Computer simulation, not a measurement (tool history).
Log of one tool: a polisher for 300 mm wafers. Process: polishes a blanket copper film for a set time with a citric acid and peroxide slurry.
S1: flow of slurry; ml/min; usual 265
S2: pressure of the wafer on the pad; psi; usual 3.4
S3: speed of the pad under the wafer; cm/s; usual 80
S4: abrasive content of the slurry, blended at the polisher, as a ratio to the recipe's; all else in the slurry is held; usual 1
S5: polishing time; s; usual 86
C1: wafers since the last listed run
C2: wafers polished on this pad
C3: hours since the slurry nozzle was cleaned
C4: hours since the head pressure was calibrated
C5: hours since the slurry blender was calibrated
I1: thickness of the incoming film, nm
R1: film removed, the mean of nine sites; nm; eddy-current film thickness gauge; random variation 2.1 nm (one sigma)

run,hour,S1,S2,S3,S4,S5,C1,C2,C3,C4,C5,I1,R1
1,0,195,3.4,86,1,86,0,104,46.8,573.6,23.9,1044.2,184.7
2,25,195,3.4,86,1,86,140,244,71.8,598.6,48.9,1033.9,185.7
3,45.1,195,3.4,86,1,86,112,357,91.9,618.7,69,1051.7,181.7
4,72.9,265,4.2,80,1,86,156,513,119.7,646.5,96.8,1033.7,219.5
5,92.9,265,4.2,80,1,86,112,626,139.7,666.5,116.8,1049.3,229.2
6,120.6,265,4.2,80,1,86,155,781,167.4,694.2,144.5,1025.5,222.4
7,135.6,265,3.4,80,1,86,84,866,182.4,709.2,159.5,1031.6,184.5
# hour 151.3: slurry blender recalibrated
# hour 153.8: worn pad replaced by a new one
# hour 160.2: head pressure recalibrated
8,161.9,265,3.4,80,1,86,111,34,208.7,1.7,10.6,1057.3,177.8
9,184.8,330,3.4,80,1,86,128,162,231.6,24.6,33.5,1055.3,184.5
10,217.4,330,3.4,80,1,86,183,345,264.2,57.2,66.1,1043,189.7
11,249.2,265,3.4,80,1,86,178,524,296,89,97.9,1026.3,181.3
12,278.5,265,3.4,80,1,86,164,689,325.3,118.3,127.2,1020.5,179.8
13,306,265,3.4,80,0.9,112,154,843,352.8,145.8,154.7,1041.8,230.5
# hour 317.9: worn pad replaced by a new one
14,318.2,320,4.1,80,1,86,46,1,365,158,166.9,1060.9,223.9
15,331.3,265,3.4,80,1,86,73,75,378.1,171.1,180,1024.8,182
# hour 348.4: slurry blender recalibrated
# hour 364.2: slurry nozzle cleaned
16,364.7,205,3.4,104,0.8,98,170,246,0.5,204.5,16.3,1057.2,237.1
17,393,265,4,80,1,86,158,405,28.8,232.8,44.6,1032.4,213.1
18,428.3,265,4.2,80,1,71,198,603,64.1,268.1,79.9,1045.6,185
19,455.7,265,4.3,96,1,86,153,757,91.5,295.5,107.3,1049.4,266.1
20,468.9,265,3.4,80,1,86,74,831,104.7,308.7,120.5,1033.8,184.1
# hour 482: worn pad replaced by a new one
21,489,195,2.9,80,0.8,94,90,39,124.8,328.8,140.6,1033.1,154.7
22,513,300,3.4,56,1,86,134,174,148.8,352.8,164.6,1053.9,142
23,527.8,265,3.4,100,1,103,83,257,163.6,367.6,179.4,1028.4,259

5 ways to go on from here, each from the tool as it stands after run 23. What would each give?
A,528.2,265,3.4,80,0.9,86,2,259,164,368,179.8,1043.2,?
B,528.2,220,3,60,0.8,86,2,259,164,368,179.8,1043.2,?
C,528.2,265,2.7,80,1,72,2,259,164,368,179.8,1043.2,?
D,528.2,265,3.4,80,0.85,86,2,259,164,368,179.8,1043.2,?
E,528.2,265,4.1,106,1.1,86,2,259,164,368,179.8,1043.2,?

run,R1
A,173.7
B,118.8
C,119.3
D,171.3
E,272.7
Without the tool's hidden state the same runs would have given:
run,R1
A,173.7
B,118.8
C,119.3
D,171.3
E,272.7
